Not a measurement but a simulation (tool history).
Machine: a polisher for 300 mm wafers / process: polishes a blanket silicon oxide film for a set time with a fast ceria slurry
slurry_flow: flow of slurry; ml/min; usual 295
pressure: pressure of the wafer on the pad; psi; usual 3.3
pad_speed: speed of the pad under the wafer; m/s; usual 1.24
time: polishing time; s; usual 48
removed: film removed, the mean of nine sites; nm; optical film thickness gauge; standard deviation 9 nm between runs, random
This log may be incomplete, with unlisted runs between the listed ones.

run,hour,slurry_flow,pressure,pad_speed,time,wafers since the last listed run,wafers polished on this pad,hours since the slurry nozzle was cleaned,hours since the head pressure was calibrated,"incoming thickness of the incoming film, nm",removed
1,0,295,3.3,1.24,48,0,148,416.7,909.8,3092.6,927.4
2,20.2,295,3.3,1.24,48,170,319,436.9,930,3081.4,914.3
3,56,295,3.3,1.04,48,302,621,472.7,965.8,3026.6,753.6
4,69,295,2.4,1.24,48,109,731,485.7,978.8,3057.6,716.9
5,102.7,295,2.4,1.24,48,284,1015,519.4,1012.5,3097.7,696.8
# hour 108.6: worn pad replaced by a new one
6,119.6,295,2.4,1.24,48,108,92,536.3,1029.4,3103.3,729.9
7,137.8,295,3.3,1.24,48,153,246,554.5,1047.6,3103.5,904.2
8,150.5,295,3.3,1.24,48,107,353,567.2,1060.3,3077.1,912.5
9,169.1,295,3.3,1.24,48,156,510,585.8,1078.9,3030.6,906.2
10,188.6,295,3.3,1.24,48,164,675,605.3,1098.4,3107.6,899.7
11,204.3,295,2.7,1.24,48,132,807,621,1114.1,3130.4,762.1
# hour 224.2: worn pad replaced by a new one
12,226.6,295,2.7,1.24,48,154,20,643.3,1136.4,3066.9,795
13,250.2,295,2.5,1.24,48,199,219,666.9,1160,3088.5,746.9
14,274.2,295,3.3,1.24,48,202,421,690.9,1184,3028.2,893.4
# hour 278.8: head pressure recalibrated
15,303.8,295,4.5,1.24,48,232,654,720.5,25,3090.5,1114.4
16,336,395,4.2,1.54,48,271,926,752.7,57.2,3112.2,1360.1
# hour 349.4: worn pad replaced by a new one
17,355.2,295,3.3,1.24,48,128,48,771.9,76.4,3060.3,899.1
18,368.4,295,2.4,1.24,48,111,159,785.1,89.6,3067,720.9
19,397.9,385,3.7,1.24,48,248,408,814.6,119.1,3089.8,1005.2
20,427.9,295,3.3,1.24,48,253,662,844.6,149.1,3068.1,881.8
21,441.4,295,3.9,1.24,48,113,776,858.1,162.6,3050.8,978.6
# hour 455.3: worn pad replaced by a new one
# hour 471.7: slurry nozzle cleaned
22,475,295,3.3,1.24,42,241,157,3.3,196.2,3064.3,846.3
23,504.3,360,2.8,1.36,38,247,404,32.6,225.5,3063,734.1
24,522.2,295,2.4,0.92,48,151,555,50.5,243.4,3073.1,551.6
25,537.8,295,4.4,1.24,48,131,687,66.1,259,3077.9,1167.5
26,552.3,345,4.2,1.64,57,122,809,80.6,273.5,3082.1,1743.3
27,573.1,295,3.3,1.24,48,175,985,101.4,294.3,3057.3,922.9
# hour 585.2: worn pad replaced by a new one
28,606,295,3.8,0.86,48,243,175,134.3,327.2,3118.8,734.6

Measured result minus the same run's result without the hidden state. Both carry the same run-to-run variation, though not necessarily the same gauge scatter:
What the log doesn't record here: removal rate lost through wear of the pad, %; slurry flow missing at the pad, %; deviation of the head's pressure from its setpoint, %.
run,removed
1,-39.9
2,-47.8
3,-52.1
4,-54
5,-64
6,-34.6
7,-50.5
8,-56.5
9,-64.2
10,-72.3
11,-67.2
12,-42.1
13,-48.1
14,-68.1
15,-101.7
16,-126.9
17,-61.5
18,-54.1
19,-75.9
20,-93.6
21,-111.1
22,-10.2
23,-17.3
24,-17.6
25,-45.1
26,-77
27,-49.9
28,-12.6
